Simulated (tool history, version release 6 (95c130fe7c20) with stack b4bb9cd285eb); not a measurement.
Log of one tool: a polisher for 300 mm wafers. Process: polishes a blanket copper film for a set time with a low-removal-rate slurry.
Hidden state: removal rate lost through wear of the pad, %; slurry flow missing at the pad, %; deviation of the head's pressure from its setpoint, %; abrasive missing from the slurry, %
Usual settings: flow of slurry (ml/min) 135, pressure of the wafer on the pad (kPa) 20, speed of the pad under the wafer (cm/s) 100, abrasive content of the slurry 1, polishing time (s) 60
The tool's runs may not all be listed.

| run | day | flow of slurry (ml/min) | pressure of the wafer on the pad (kPa) | speed of the pad under the wafer (cm/s) | abrasive content of the slurry | polishing time (s) | wafers since the last listed run | wafers polished on this pad | hours since the slurry nozzle was cleaned | hours since the head pressure was calibrated | hours since the slurry blender was calibrated | incoming thickness of the incoming film, nm | film removed (Å) |
|---|---|---|---|---|---|---|---|---|---|---|---|---|---|
| 1 | 0 | 135 | 20 | 100 | 1 | 60 | 0 | 197 | 115.7 | 214.5 | 50 | 1529 | 1723 |
| 2 | 1.254 | 135 | 20 | 100 | 1 | 60 | 220 | 417 | 145.8 | 244.6 | 80.1 | 1520.6 | 1703 |
| 3 | 1.862 | 135 | 20 | 110 | 1.2 | 60 | 106 | 524 | 160.4 | 259.2 | 94.7 | 1506.7 | 1914 |
|  | 2.825 | head pressure recalibrated |
| 4 | 2.846 | 135 | 20 | 110 | 1.2 | 60 | 158 | 682 | 184 | 0.5 | 118.3 | 1523.5 | 2124 |
| 5 | 4.192 | 135 | 20 | 100 | 1 | 60 | 236 | 919 | 216.3 | 32.8 | 150.6 | 1505.7 | 1815 |
| 6 | 4.842 | 135 | 20 | 100 | 1 | 60 | 114 | 1033 | 231.9 | 48.4 | 166.2 | 1528.4 | 1771 |
| 7 | 6.162 | 135 | 20 | 100 | 1 | 60 | 232 | 1265 | 263.6 | 80.1 | 197.9 | 1508.8 | 1753 |
|  | 6.975 | worn pad replaced by a new one |
| 8 | 7.596 | 135 | 20 | 100 | 1 | 60 | 222 | 108 | 298 | 114.5 | 232.3 | 1542.9 | 1724 |
| 9 | 8.929 | 135 | 20 | 100 | 1 | 60 | 234 | 343 | 330 | 146.5 | 264.3 | 1506.3 | 1670 |
| 10 | 10.158 | 175 | 26.2 | 78 | 1 | 60 | 215 | 559 | 359.5 | 176 | 293.8 | 1513.3 | 1813 |
| 11 | 11.204 | 175 | 20 | 100 | 1 | 79 | 183 | 742 | 384.6 | 201.1 | 318.9 | 1509.9 | 2349 |
|  | 11.304 | slurry blender recalibrated |
| 12 | 12.425 | 135 | 20 | 100 | 1 | 60 | 199 | 942 | 413.9 | 230.4 | 26.9 | 1517.3 | 1684 |
|  | 12.629 | slurry nozzle cleaned |
| 13 | 13.4 | 135 | 25.5 | 88 | 1.1 | 60 | 163 | 1106 | 18.5 | 253.8 | 50.3 | 1523.8 | 1923 |
|  | 13.988 | worn pad replaced by a new one |
| 14 | 14.025 | 135 | 20 | 100 | 1 | 60 | 80 | 6 | 33.5 | 268.8 | 65.3 | 1500.3 | 1687 |
| 15 | 14.738 | 100 | 20 | 100 | 1.2 | 48 | 125 | 131 | 50.6 | 285.9 | 82.4 | 1521.7 | 1285 |
|  | 15.004 | head pressure recalibrated |
| 16 | 16.154 | 100 | 20 | 72 | 0.7 | 76 | 234 | 365 | 84.6 | 27.6 | 116.4 | 1493.7 | 1469 |
| 17 | 17.179 | 165 | 20 | 112 | 1 | 60 | 180 | 546 | 109.2 | 52.2 | 141 | 1522.4 | 2023 |
| 18 | 17.912 | 150 | 13.8 | 72 | 1 | 50 | 128 | 674 | 126.8 | 69.8 | 158.6 | 1511.4 | 733 |
| 19 | 18.933 | 135 | 20 | 100 | 1.1 | 60 | 179 | 854 | 151.3 | 94.3 | 183.1 | 1541.1 | 1716 |

Forecast each of these 4 alternatives for the next run:
| A | 18.95 | 135 | 20 | 100 | 1 | 70 | 2 | 857 | 151.7 | 94.7 | 183.5 | 1499.6 | ? |
| B | 18.95 | 135 | 15.2 | 100 | 1 | 60 | 2 | 857 | 151.7 | 94.7 | 183.5 | 1499.6 | ? |
| C | 18.95 | 135 | 17.2 | 100 | 1 | 60 | 2 | 857 | 151.7 | 94.7 | 183.5 | 1499.6 | ? |
| D | 18.95 | 135 | 26.2 | 100 | 1.25 | 77 | 2 | 857 | 151.7 | 94.7 | 183.5 | 1499.6 | ? |

| run | film removed (Å) |
|---|---|
| A | 2004 |
| B | 1303 |
| C | 1481 |
| D | 2979 |
Without the tool's hidden state the same runs would have given:
| run | film removed (Å) |
|---|---|
| A | 2160 |
| B | 1404 |
| C | 1596 |
| D | 3210 |
